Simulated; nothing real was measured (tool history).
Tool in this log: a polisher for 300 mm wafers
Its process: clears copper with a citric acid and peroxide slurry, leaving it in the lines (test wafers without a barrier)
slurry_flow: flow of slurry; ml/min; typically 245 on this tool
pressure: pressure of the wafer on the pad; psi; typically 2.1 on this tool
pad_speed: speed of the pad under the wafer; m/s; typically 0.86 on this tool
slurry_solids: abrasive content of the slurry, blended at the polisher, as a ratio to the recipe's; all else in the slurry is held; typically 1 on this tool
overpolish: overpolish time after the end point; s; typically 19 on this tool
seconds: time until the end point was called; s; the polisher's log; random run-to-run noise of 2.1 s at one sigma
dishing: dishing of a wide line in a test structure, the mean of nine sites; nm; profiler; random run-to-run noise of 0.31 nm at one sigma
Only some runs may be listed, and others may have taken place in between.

run    hour  slurry_flow  pressure  pad_speed  slurry_solids  overpolish  wafers since the last listed run  wafers polished on this pad  hours since the slurry nozzle was cleaned  hours since the head pressure was calibrated  hours since the slurry blender was calibrated  incoming thickness of the incoming film, nm  seconds  dishing
  1       0          245       2.1       0.86              1          19                                 0                         2130                                      494.1                                         717.8                                          384.2                                        230.3    199.6     15.2
       15.3  -- head pressure recalibrated
       45.1  -- slurry blender recalibrated
  2    47.5          245       2.1       0.86              1          19                               378                         2509                                      541.6                                          32.2                                            2.4                                        227.9    203.9     14.9
  3   102.5          245       2.1       0.86              1          19                               478                         2987                                      596.6                                          87.2                                           57.4                                        233.1    209.1     14.6
      115.7  -- worn pad replaced by a new one
  4   140.8          245       2.1       0.86              1          19                               298                          218                                      634.9                                         125.5                                           95.7                                        228.9    214.4       14
      180.6  -- slurry nozzle cleaned
  5   181.1          245       2.1       0.86              1          19                               341                          559                                        0.5                                         165.8                                            136                                        232.7    213.8     13.7
  6   220.3          245       2.1       0.86              1          19                               340                          900                                       39.7                                           205                                          175.2                                        227.8      216     13.7
  7   286.8          245       2.1       0.86              1          19                               578                         1479                                      106.2                                         271.5                                          241.7                                          227    211.1       14
  8   311.8          245       2.1       0.86              1          28                               217                         1696                                      131.2                                         296.5                                          266.7                                        228.7    218.8       20
      323.4  -- slurry blender recalibrated, repeated, since the last time left the tool worse
  9   343.6          245       2.1       1.04              1          19                               259                         1956                                        163                                         328.3                                           20.2                                        232.9    166.8     17.2
 10   387.3          245       2.1       0.86            1.3          19                               380                         2336                                      206.7                                           372                                           63.9                                          231      187     15.2
 11   419.8          245       2.1       0.86              1          25                               282                         2618                                      239.2                                         404.5                                           96.4                                        227.3    194.3     19.7
 12   450.1          245       2.1       0.86              1          19                               263                         2882                                      269.5                                         434.8                                          126.7                                        230.3    203.3       15
 13   499.5          245       2.1       1.04              1          16                               429                         3312                                      318.9                                         484.2                                          176.1                                        230.5    168.7     14.6
      508.1  -- worn pad replaced by a new one
 14   535.4          290       2.1       0.86              1          15                               277                          237                                      354.8                                         520.1                                            212                                          232    195.3       12
 15   564.8          245       2.1        1.1              1          19                               255                          493                                      384.2                                         549.5                                          241.4                                        227.6    158.5     18.2
 16   618.2          245       1.8       0.78              1          19                               464                          957                                      437.6                                         602.9                                          294.8                                        229.2    243.1     12.5
 17   654.7          245       2.1       0.86              1          19                               317                         1275                                      474.1                                         639.4                                          331.3                                          229    198.2     14.9
      682.6  -- slurry blender recalibrated
      687.3  -- head pressure recalibrated
 18   694.3          245       2.1       0.86              1          19                               309                         1584                                      513.7                                             7                                           11.7                                        229.9    192.2     15.2
 19   755.4          180       2.3       0.86           1.25           9                               531                         2116                                      574.8                                          68.1                                           72.8                                        232.1    183.2      8.1
      783.6  -- slurry nozzle cleaned
 20   804.2          245       2.1       1.04              1          25                               415                         2532                                       20.6                                         116.9                                          121.6                                        229.6    166.2     22.7
 21   852.8          270       2.1       0.86              1          28                               422                         2954                                       69.2                                         165.5                                          170.2                                        226.6    194.4       22
 22   901.6          300       2.7       0.62              1          19                               424                         3379                                        118                                         214.3                                            219                                        230.1    211.3     13.8
      915.5  -- worn pad replaced by a new one
 23     967          245       1.5       1.04              1          12                               534                          447                                      183.4                                         279.7                                          284.4                                        233.7      224      8.9
 24  1010.9          245       2.7       1.14           0.85           8                               381                          829                                      227.3                                         323.6                                          328.3                                        228.7    132.7      9.8
     1035.6  -- slurry blender recalibrated
 25  1082.5          245       2.1       0.86              1          10                               605                         1434                                      298.9                                         395.2                                           46.9                                        225.1    192.2      8.4
 26  1141.3          295       2.1       0.86              1          19                               511                         1946                                      357.7                                           454                                          105.7                                          230      195     15.6
 27  1181.8          280       2.4       0.86              1          19                               352                         2298                                      398.2                                         494.5                                          146.2                                        229.8    174.5     16.4
 28  1207.2          245       2.1       0.86              1          19                               220                         2519                                      423.6                                         519.9                                          171.6                                        228.1    195.2     15.7
 29  1232.6          175       2.1       0.86              1          19                               220                         2740                                        449                                         545.3                                            197                                          229    205.2     13.9

Branching from run 29: 3 alternative next runs. What would each branch give?
  A  1233.1          245       2.1       0.86              1          15                                 4                         2744                                      449.5                                         545.8                                          197.5                                        229.6        ?        ?
  B  1233.1          245       2.7       0.86              1          16                                 4                         2744                                      449.5                                         545.8                                          197.5                                        229.6        ?        ?
  C  1233.1          245       1.8       0.86              1          24                                 4                         2744                                      449.5                                         545.8                                          197.5                                        229.6        ?        ?

run  seconds  dishing
  A    200.9     12.3
  B    165.5     15.7
  C    224.9     16.9
Had the tool no hidden state, the same runs would have come out as:
run  seconds  dishing
  A    194.4     12.7
  B    160.1     16.2
  C    217.7     17.4
